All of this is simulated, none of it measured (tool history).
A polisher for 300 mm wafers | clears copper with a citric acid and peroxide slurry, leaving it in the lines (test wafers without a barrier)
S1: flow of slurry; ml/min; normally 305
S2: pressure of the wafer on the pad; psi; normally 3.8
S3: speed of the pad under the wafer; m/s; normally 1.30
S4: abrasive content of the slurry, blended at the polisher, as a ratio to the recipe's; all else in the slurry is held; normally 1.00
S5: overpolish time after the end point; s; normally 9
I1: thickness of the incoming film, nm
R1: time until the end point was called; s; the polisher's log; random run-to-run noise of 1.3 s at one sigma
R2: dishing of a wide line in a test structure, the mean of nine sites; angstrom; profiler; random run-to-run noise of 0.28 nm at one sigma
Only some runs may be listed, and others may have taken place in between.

run,day,S1,S2,S3,S4,S5,I1,R1,R2
1,0.000,305,3.8,1.06,1.00,9,383.8,121.2,224
2,1.492,305,3.8,1.06,1.00,9,379.8,121.0,219
3,2.492,305,3.8,1.06,1.00,9,372.0,121.1,217
# day 2.996: worn pad replaced by a new one
4,3.942,260,4.1,1.30,1.00,9,380.5,93.3,278
5,4.846,260,4.1,1.30,1.00,9,377.3,94.7,268
# day 5.129: slurry blender recalibrated
6,5.692,260,4.1,1.30,1.00,9,379.3,88.3,291
# day 7.088: head pressure recalibrated
7,8.221,305,3.8,1.30,1.00,9,380.7,98.9,265
8,9.108,305,3.8,1.30,1.15,13,377.3,95.5,371
# day 9.671: worn pad replaced by a new one
9,9.696,280,3.8,1.42,1.00,9,376.3,89.8,285
10,10.838,305,3.8,1.30,1.00,9,385.1,101.7,263
# day 14.029: slurry blender recalibrated
# day 15.088: worn pad replaced by a new one
11,15.217,305,3.8,1.16,1.00,9,384.2,106.7,243
12,16.233,305,3.8,1.16,1.00,9,385.3,109.1,243
13,17.021,305,3.8,1.16,1.00,9,380.9,108.5,242
14,17.754,305,2.6,1.30,1.00,9,377.6,140.8,190
15,18.338,305,4.2,1.30,1.15,9,379.3,86.3,297
# day 19.367: slurry nozzle cleaned
16,19.750,305,3.8,1.30,1.00,12,387.3,101.2,336
17,20.429,305,2.6,1.30,1.00,9,379.6,143.9,187
# day 20.662: head pressure recalibrated
# day 21.092: worn pad replaced by a new one
18,21.671,355,2.7,1.30,1.00,9,380.2,135.4,198
19,23.117,305,3.8,1.06,1.00,9,379.7,121.7,218
# day 23.950: slurry blender recalibrated
20,24.000,305,3.8,1.30,1.00,12,379.2,94.4,353
21,25.421,305,4.6,1.62,1.20,9,380.4,62.5,386
22,26.092,305,3.2,1.30,0.70,9,380.3,123.0,215
# day 26.312: worn pad replaced by a new one
23,26.858,215,3.8,1.30,0.75,9,380.0,104.6,247
24,27.729,245,4.7,1.30,0.75,5,381.3,83.5,179
25,29.029,305,3.8,1.18,1.00,12,382.6,110.7,308

4 options for the next run, each taken on its own from the tool as it stands now. Forecast them:
A,29.050,305,3.8,1.30,1.00,9,381.9,?,?
B,29.050,305,4.7,1.30,1.00,9,381.9,?,?
C,29.050,305,4.8,1.30,1.00,9,381.9,?,?
D,29.050,205,3.8,1.30,1.00,12,381.9,?,?

run,R1,R2
A,100.4,261
B,81.4,313
C,79.7,319
D,104.0,323
Take away the tool's hidden state, keep each run's random variation, and the runs would have read:
run,R1,R2
A,93.8,276
B,76.1,331
C,74.5,337
D,97.2,341

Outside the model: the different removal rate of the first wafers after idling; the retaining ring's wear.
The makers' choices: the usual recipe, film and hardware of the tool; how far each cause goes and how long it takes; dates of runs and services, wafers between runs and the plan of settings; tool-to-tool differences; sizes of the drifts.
